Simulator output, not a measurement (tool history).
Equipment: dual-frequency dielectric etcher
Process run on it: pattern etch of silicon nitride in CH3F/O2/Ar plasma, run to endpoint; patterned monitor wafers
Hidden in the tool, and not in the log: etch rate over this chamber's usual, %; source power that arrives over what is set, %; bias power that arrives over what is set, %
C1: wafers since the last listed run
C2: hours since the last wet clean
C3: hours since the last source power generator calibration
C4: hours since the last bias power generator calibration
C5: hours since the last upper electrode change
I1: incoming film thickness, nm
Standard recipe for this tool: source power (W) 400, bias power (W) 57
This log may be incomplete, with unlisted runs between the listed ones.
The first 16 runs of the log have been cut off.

run 17 day=21.929 | source_power_(W)=400 bias_power_(W)=57 | C1=348 C2=335.9 C3=86.4 C4=195.7 C5=223.2 | I1=26.23 | endpoint_time_(s)=42.6
run 18 day=22.942 | source_power_(W)=400 bias_power_(W)=57 | C1=354 C2=360.2 C3=110.7 C4=220 C5=247.5 | I1=26.57 | endpoint_time_(s)=42.6
run 19 day=23.483 | source_power_(W)=320 bias_power_(W)=44 | C1=189 C2=373.2 C3=123.7 C4=233 C5=260.5 | I1=26.49 | endpoint_time_(s)=49.5
run 20 day=24.633 | source_power_(W)=350 bias_power_(W)=64 | C1=402 C2=400.8 C3=151.3 C4=260.6 C5=288.1 | I1=26.37 | endpoint_time_(s)=43.4
run 21 day=25.417 | source_power_(W)=440 bias_power_(W)=46 | C1=274 C2=419.6 C3=170.1 C4=279.4 C5=306.9 | I1=25.95 | endpoint_time_(s)=42.3
run 22 day=26.371 | source_power_(W)=450 bias_power_(W)=50 | C1=334 C2=442.5 C3=193 C4=302.3 C5=329.8 | I1=26.3 | endpoint_time_(s)=41.6
run 23 day=27.704 | source_power_(W)=400 bias_power_(W)=63 | C1=466 C2=474.5 C3=225 C4=334.3 C5=361.8 | I1=26.25 | endpoint_time_(s)=41.7
run 24 day=28.958 | source_power_(W)=440 bias_power_(W)=45 | C1=439 C2=504.6 C3=255.1 C4=364.4 C5=391.9 | I1=26.16 | endpoint_time_(s)=42.6
run 25 day=30.133 | source_power_(W)=400 bias_power_(W)=57 | C1=411 C2=532.8 C3=283.3 C4=392.6 C5=420.1 | I1=26.31 | endpoint_time_(s)=42.5
-- day=31.488 wet clean of the chamber
run 26 day=31.508 | source_power_(W)=370 bias_power_(W)=63 | C1=131 C2=0.5 C3=316.3 C4=425.6 C5=453.1 | I1=26.32 | endpoint_time_(s)=43.3
run 27 day=32.4 | source_power_(W)=350 bias_power_(W)=70 | C1=312 C2=21.9 C3=337.7 C4=447 C5=474.5 | I1=26 | endpoint_time_(s)=42
run 28 day=33.067 | source_power_(W)=500 bias_power_(W)=51 | C1=233 C2=37.9 C3=353.7 C4=463 C5=490.5 | I1=26.05 | endpoint_time_(s)=39
run 29 day=33.75 | source_power_(W)=400 bias_power_(W)=57 | C1=239 C2=54.3 C3=370.1 C4=479.4 C5=506.9 | I1=26.31 | endpoint_time_(s)=42.5
run 30 day=34.671 | source_power_(W)=330 bias_power_(W)=44 | C1=322 C2=76.4 C3=392.2 C4=501.5 C5=529 | I1=26.13 | endpoint_time_(s)=48.2
run 31 day=36.062 | source_power_(W)=490 bias_power_(W)=45 | C1=487 C2=109.8 C3=425.6 C4=534.9 C5=562.4 | I1=25.92 | endpoint_time_(s)=40.2
run 32 day=37.508 | source_power_(W)=340 bias_power_(W)=68 | C1=506 C2=144.5 C3=460.3 C4=569.6 C5=597.1 | I1=25.98 | endpoint_time_(s)=43.5
run 33 day=38.325 | source_power_(W)=330 bias_power_(W)=71 | C1=285 C2=164.1 C3=479.9 C4=589.2 C5=616.7 | I1=26.27 | endpoint_time_(s)=43.9
run 34 day=39.346 | source_power_(W)=330 bias_power_(W)=63 | C1=357 C2=188.6 C3=504.4 C4=613.7 C5=641.2 | I1=26.07 | endpoint_time_(s)=44.7
run 35 day=40.021 | source_power_(W)=400 bias_power_(W)=57 | C1=236 C2=204.8 C3=520.6 C4=629.9 C5=657.4 | I1=26.26 | endpoint_time_(s)=42.5
run 36 day=41.321 | source_power_(W)=470 bias_power_(W)=57 | C1=455 C2=236 C3=551.8 C4=661.1 C5=688.6 | I1=26.21 | endpoint_time_(s)=39.4

What if the next run were any one of these 3? Each begins from the tool's condition after run 36:
run A day=41.338 | source_power_(W)=490 bias_power_(W)=57 | C1=5 C2=236.4 C3=552.2 C4=661.5 C5=689 | I1=26.13 | endpoint_time_(s)=?
run B day=41.338 | source_power_(W)=470 bias_power_(W)=48 | C1=5 C2=236.4 C3=552.2 C4=661.5 C5=689 | I1=26.13 | endpoint_time_(s)=?
run C day=41.338 | source_power_(W)=490 bias_power_(W)=63 | C1=5 C2=236.4 C3=552.2 C4=661.5 C5=689 | I1=26.13 | endpoint_time_(s)=?

run=A endpoint_time_(s)=38.4
run=B endpoint_time_(s)=40.6
run=C endpoint_time_(s)=37.5
Stripped of hidden state, with their random variation kept, the same runs would have yielded:
run=A endpoint_time_(s)=38.4
run=B endpoint_time_(s)=40.6
run=C endpoint_time_(s)=37.5
